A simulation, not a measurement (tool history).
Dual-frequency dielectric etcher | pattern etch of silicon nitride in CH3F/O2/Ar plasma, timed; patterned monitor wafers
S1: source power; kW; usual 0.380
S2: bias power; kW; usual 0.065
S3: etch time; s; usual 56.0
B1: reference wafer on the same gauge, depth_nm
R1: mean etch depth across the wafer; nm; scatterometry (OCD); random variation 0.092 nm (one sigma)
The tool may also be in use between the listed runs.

run 1 hour=0.0 | S1=0.440 S2=0.065 S3=56.0 | B1=35.12 | R1=35.30
run 2 hour=21.3 | S1=0.440 S2=0.065 S3=56.0 | B1=35.11 | R1=35.43
run 3 hour=35.6 | S1=0.440 S2=0.065 S3=56.0 | B1=35.11 | R1=35.31
-- hour=44.9 gauge calibrated
run 4 hour=51.9 | S1=0.380 S2=0.065 S3=56.0 | B1=35.14 | R1=33.80
run 5 hour=68.5 | S1=0.380 S2=0.065 S3=56.0 | B1=35.09 | R1=33.88
run 6 hour=87.5 | S1=0.380 S2=0.065 S3=56.0 | B1=35.12 | R1=33.59
run 7 hour=170.9 | S1=0.380 S2=0.065 S3=56.0 | B1=35.09 | R1=33.74
run 8 hour=188.2 | S1=0.380 S2=0.065 S3=56.0 | B1=35.09 | R1=33.53
run 9 hour=207.5 | S1=0.440 S2=0.065 S3=69.5 | B1=35.11 | R1=43.83
run 10 hour=228.8 | S1=0.440 S2=0.065 S3=69.5 | B1=35.14 | R1=43.86
run 11 hour=251.4 | S1=0.380 S2=0.065 S3=56.0 | B1=35.13 | R1=33.65
-- hour=308.1 wet clean of the chamber
run 12 hour=327.1 | S1=0.380 S2=0.065 S3=49.0 | B1=35.10 | R1=29.50
run 13 hour=340.8 | S1=0.380 S2=0.065 S3=56.0 | B1=35.11 | R1=33.81
run 14 hour=373.0 | S1=0.380 S2=0.069 S3=56.0 | B1=35.07 | R1=34.20
run 15 hour=426.0 | S1=0.380 S2=0.051 S3=67.0 | B1=35.10 | R1=37.87
run 16 hour=451.9 | S1=0.380 S2=0.071 S3=56.0 | B1=35.13 | R1=34.61
run 17 hour=470.0 | S1=0.350 S2=0.081 S3=56.0 | B1=35.11 | R1=35.23
run 18 hour=487.5 | S1=0.280 S2=0.073 S3=56.0 | B1=35.10 | R1=31.99
run 19 hour=523.5 | S1=0.380 S2=0.054 S3=45.5 | B1=35.12 | R1=26.00
run 20 hour=540.2 | S1=0.340 S2=0.050 S3=56.0 | B1=35.10 | R1=30.45
run 21 hour=569.4 | S1=0.380 S2=0.065 S3=68.0 | B1=35.10 | R1=40.89
run 22 hour=596.5 | S1=0.460 S2=0.061 S3=45.0 | B1=35.08 | R1=28.18
-- hour=627.7 gauge calibrated
run 23 hour=631.0 | S1=0.380 S2=0.065 S3=56.0 | B1=35.09 | R1=33.67
-- hour=664.5 wet clean of the chamber
run 24 hour=665.0 | S1=0.290 S2=0.065 S3=66.5 | B1=35.07 | R1=37.06
-- hour=685.7 bias power generator calibrated
run 25 hour=688.7 | S1=0.380 S2=0.065 S3=56.0 | B1=35.11 | R1=33.70
-- hour=747.4 source power generator calibrated
-- hour=756.6 upper electrode replaced
run 26 hour=795.1 | S1=0.380 S2=0.065 S3=56.0 | B1=35.10 | R1=34.15
run 27 hour=813.3 | S1=0.470 S2=0.065 S3=72.5 | B1=35.11 | R1=47.31
run 28 hour=843.1 | S1=0.380 S2=0.065 S3=56.0 | B1=35.13 | R1=34.21
run 29 hour=874.7 | S1=0.440 S2=0.065 S3=69.5 | B1=35.10 | R1=44.28
run 30 hour=981.2 | S1=0.380 S2=0.079 S3=47.5 | B1=35.10 | R1=30.64
-- hour=1016.0 wet clean of the chamber
run 31 hour=1016.5 | S1=0.380 S2=0.065 S3=56.0 | B1=35.07 | R1=34.06

The same runs without the tool's hidden state, with the same run-to-run variation:
The hidden state here: etch rate over this chamber's usual, %; source power that arrives over what is set, %; bias power that arrives over what is set, %; gauge reads high (%).
run=1 R1=35.80
run=2 R1=35.94
run=3 R1=35.82
run=4 R1=34.29
run=5 R1=34.37
run=6 R1=34.08
run=7 R1=34.24
run=8 R1=34.03
run=9 R1=44.48
run=10 R1=44.52
run=11 R1=34.16
run=12 R1=29.95
run=13 R1=34.33
run=14 R1=34.73
run=15 R1=38.47
run=16 R1=35.14
run=17 R1=35.77
run=18 R1=32.48
run=19 R1=26.41
run=20 R1=30.93
run=21 R1=41.54
run=22 R1=28.63
run=23 R1=34.20
run=24 R1=37.64
run=25 R1=34.23
run=26 R1=34.13
run=27 R1=47.31
run=28 R1=34.23
run=29 R1=44.33
run=30 R1=30.74
run=31 R1=34.19
